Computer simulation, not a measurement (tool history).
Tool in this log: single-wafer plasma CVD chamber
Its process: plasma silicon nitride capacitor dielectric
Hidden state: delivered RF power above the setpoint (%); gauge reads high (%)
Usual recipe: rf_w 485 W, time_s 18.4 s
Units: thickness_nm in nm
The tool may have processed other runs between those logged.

| run | hour | rf_w | time_s | wafers since the last listed run | hours since the last RF generator calibration | hours since the showerhead was replaced | hours since the gauge calibration | read-back reference wafer on the same gauge, thickness_nm | thickness_nm |
|---|---|---|---|---|---|---|---|---|---|
| 1 | 0.0 | 485 | 18.4 | 0 | 1566.0 | 2086.7 | 933.9 | 31.905 | 29.604 |
| 2 | 30.4 | 485 | 18.4 | 663 | 1596.4 | 2117.1 | 964.3 | 31.902 | 29.581 |
| 3 | 99.0 | 425 | 18.4 | 1498 | 1665.0 | 2185.7 | 1032.9 | 31.888 | 28.786 |
| 4 | 130.5 | 485 | 21.3 | 687 | 1696.5 | 2217.2 | 1064.4 | 31.874 | 34.214 |
| 5 | 182.4 | 410 | 18.4 | 1133 | 1748.4 | 2269.1 | 1116.3 | 31.916 | 28.652 |
| 6 | 253.6 | 410 | 18.4 | 1554 | 1819.6 | 2340.3 | 1187.5 | 31.897 | 28.494 |
| 7 | 311.6 | 410 | 18.4 | 1266 | 1877.6 | 2398.3 | 1245.5 | 31.886 | 28.526 |
| 8 | 352.0 | 485 | 18.4 | 882 | 1918.0 | 2438.7 | 1285.9 | 31.907 | 29.495 |
|  | 385.3 | gauge calibrated |
| 9 | 413.4 | 485 | 18.4 | 1340 | 1979.4 | 2500.1 | 28.1 | 31.879 | 29.540 |
|  | 471.5 | showerhead replaced |
| 10 | 475.2 | 485 | 18.4 | 1174 | 2041.2 | 3.7 | 89.9 | 31.908 | 29.514 |
| 11 | 544.9 | 485 | 16.6 | 1522 | 2110.9 | 73.4 | 159.6 | 31.906 | 26.697 |
| 12 | 600.0 | 485 | 18.4 | 1203 | 2166.0 | 128.5 | 214.7 | 31.899 | 29.425 |
| 13 | 647.9 | 395 | 20.7 | 1046 | 2213.9 | 176.4 | 262.6 | 31.905 | 31.759 |
| 14 | 707.1 | 515 | 19.4 | 1292 | 2273.1 | 235.6 | 321.8 | 31.907 | 31.476 |
| 15 | 735.2 | 395 | 20.7 | 613 | 2301.2 | 263.7 | 349.9 | 31.896 | 31.639 |
|  | 748.3 | RF generator calibrated |
| 16 | 767.7 | 535 | 17.3 | 535 | 19.4 | 296.2 | 382.4 | 31.878 | 28.789 |
| 17 | 801.4 | 395 | 16.2 | 735 | 53.1 | 329.9 | 416.1 | 31.916 | 25.286 |
| 18 | 827.1 | 555 | 18.4 | 561 | 78.8 | 355.6 | 441.8 | 31.891 | 30.741 |
| 19 | 879.1 | 405 | 16.1 | 1135 | 130.8 | 407.6 | 493.8 | 31.914 | 25.091 |
| 20 | 909.5 | 540 | 20.8 | 663 | 161.2 | 438.0 | 524.2 | 31.915 | 34.641 |
| 21 | 972.0 | 540 | 19.7 | 1364 | 223.7 | 500.5 | 586.7 | 31.865 | 32.870 |
| 22 | 1038.0 | 540 | 19.8 | 1441 | 289.7 | 566.5 | 652.7 | 31.903 | 32.976 |
| 23 | 1101.8 | 430 | 15.7 | 1393 | 353.5 | 630.3 | 716.5 | 31.908 | 24.829 |

Hidden condition of the tool, last listed run before each entry between runs versus first listed run after:
In the gap between runs 8 and 9: gauge calibrated (hour 385.3)
  delivered RF power above the setpoint (%): -7.65 -> -7.86
  the result without the hidden state subtracted from the measured one, thickness_nm: -0.514 -> -0.529 nm
In the gap between runs 9 and 10: showerhead replaced (hour 471.5)
  delivered RF power above the setpoint (%): -7.86 -> -8.07
  the result without the hidden state subtracted from the measured one, thickness_nm: -0.529 -> -0.543 nm
In the gap between runs 15 and 16: RF generator calibrated (hour 748.3)
  delivered RF power above the setpoint (%): -8.96 -> -1.65
  the result without the hidden state subtracted from the measured one, thickness_nm: -0.650 -> -0.105 nm

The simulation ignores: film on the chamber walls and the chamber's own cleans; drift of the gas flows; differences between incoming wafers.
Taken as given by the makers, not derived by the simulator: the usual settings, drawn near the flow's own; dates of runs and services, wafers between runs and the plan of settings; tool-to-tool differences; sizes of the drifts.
